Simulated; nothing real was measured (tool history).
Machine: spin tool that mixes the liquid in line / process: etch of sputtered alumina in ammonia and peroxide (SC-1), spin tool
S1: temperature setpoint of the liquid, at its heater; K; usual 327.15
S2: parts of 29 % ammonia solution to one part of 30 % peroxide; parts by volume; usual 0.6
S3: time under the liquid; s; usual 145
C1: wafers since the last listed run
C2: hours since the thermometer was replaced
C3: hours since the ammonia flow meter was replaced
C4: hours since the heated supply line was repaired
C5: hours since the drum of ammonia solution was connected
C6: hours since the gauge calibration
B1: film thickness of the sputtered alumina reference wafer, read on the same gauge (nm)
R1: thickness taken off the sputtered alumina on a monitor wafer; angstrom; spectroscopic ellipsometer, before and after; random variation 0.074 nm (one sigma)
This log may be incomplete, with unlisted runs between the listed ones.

run    hour      S1    S2   S3    C1      C2      C3      C4      C5      C6      B1     R1
  1       0  327.15   0.8  145     0   161.8  1791.2     786   893.5  1181.1   99.99    178
  2   103.2  327.15   0.8  145   960     265  1894.4   889.2   996.7  1284.3   99.98  177.5
  3   178.8  327.15   0.5  145   703   340.6    1970   964.8  1072.3  1359.9     100  171.5
  4   227.8  327.15   0.6  145   455   389.6    2019  1013.8  1121.3  1408.9     100  173.4
  5   279.4  327.15   0.6  145   480   441.2  2070.6  1065.4  1172.9  1460.5     100  172.9
      289.5  -- heated supply line repaired
      340.4  -- new drum of ammonia solution connected
  6   348.9  327.15   0.6  145   628   510.7  2140.1    59.4     8.5    1530  100.03  182.9
  7   428.9  327.15   0.6  145   744   590.7  2220.1   139.4    88.5    1610     100  183.5
  8     497  327.15   0.6  145   633   658.8  2288.2   207.5   156.6  1678.1  100.01  182.8
      529.7  -- ammonia flow meter replaced
  9   563.3  327.15   0.6  145   607   725.1    33.6   273.8   222.9  1744.4   99.99  183.5
 10     603  327.15   0.6  145   369   764.8    73.3   313.5   262.6  1784.1   99.99  184.1
 11   675.1  331.15   0.5  105   670   836.9   145.4   385.6   334.7  1856.2   99.98  159.5
 12   713.6  327.15   0.6  145   358   875.4   183.9   424.1   373.2  1894.7   99.99  182.4
 13   787.8  321.65   0.9  215   690   949.6   258.1   498.3   447.4  1968.9     100    208
      836.7  -- gauge calibrated
 14   879.8  327.15   0.6   80   855  1041.6   350.1   590.3   539.4    43.1   99.98  101.2
 15   940.1  333.15   0.6  175   561  1101.9   410.4   650.6   599.7   103.4   99.97    305
 16   984.5  327.15   0.6  145   413  1146.3   454.8     695   644.1   147.8  100.01  183.8
 17  1064.3  318.65   0.9  145   742  1226.1   534.6   774.8   723.9   227.6  100.01  119.4
     1072.1  -- thermometer replaced
 18  1110.2  327.15   0.6  145   417    38.1   580.5   820.7   769.8   273.5  100.02  173.2
 19  1146.6  333.15   0.5   60   338    74.5   616.9   857.1   806.2   309.9     100   96.6
     1159.5  -- heated supply line repaired
     1315.6  -- new drum of ammonia solution connected
 20  1318.3  333.65   0.5   75  1578   246.2   788.6   158.8     2.7   481.6     100  128.4
 21  1368.4  332.15   0.6  145   466   296.3   838.7   208.9    52.8   531.7     100  233.9
 22  1444.6  321.65   0.4  190   708   372.5   914.9   285.1     129   607.9   99.99    168
 23  1551.1  335.65   0.3  185   990     479  1021.4   391.6   235.5   714.4   99.98    336
 24  1618.6  318.15  0.85  120   628   546.5  1088.9   459.1     303   781.9   99.99   94.1
 25  1720.6  335.65   0.6  225   949   648.5  1190.9   561.1     405   883.9  100.01  434.1

3 options for the next run, each taken on its own from the tool as it stands now. Forecast them:
  A  1721.1  327.15  0.6  145   4  649  1191.4  561.6  405.5  884.4   ?   ?
  B  1721.1  327.15  0.7  145   4  649  1191.4  561.6  405.5  884.4   ?   ?
  C  1721.1  318.15  0.8  145   4  649  1191.4  561.6  405.5  884.4   ?   ?

run      B1     R1
  A  100.01  180.5
  B  100.01  183.2
  C  100.01  112.9
Without the tool's unlogged condition, the same runs would have read:
run     R1
  A  179.7
  B  182.3
  C  112.4
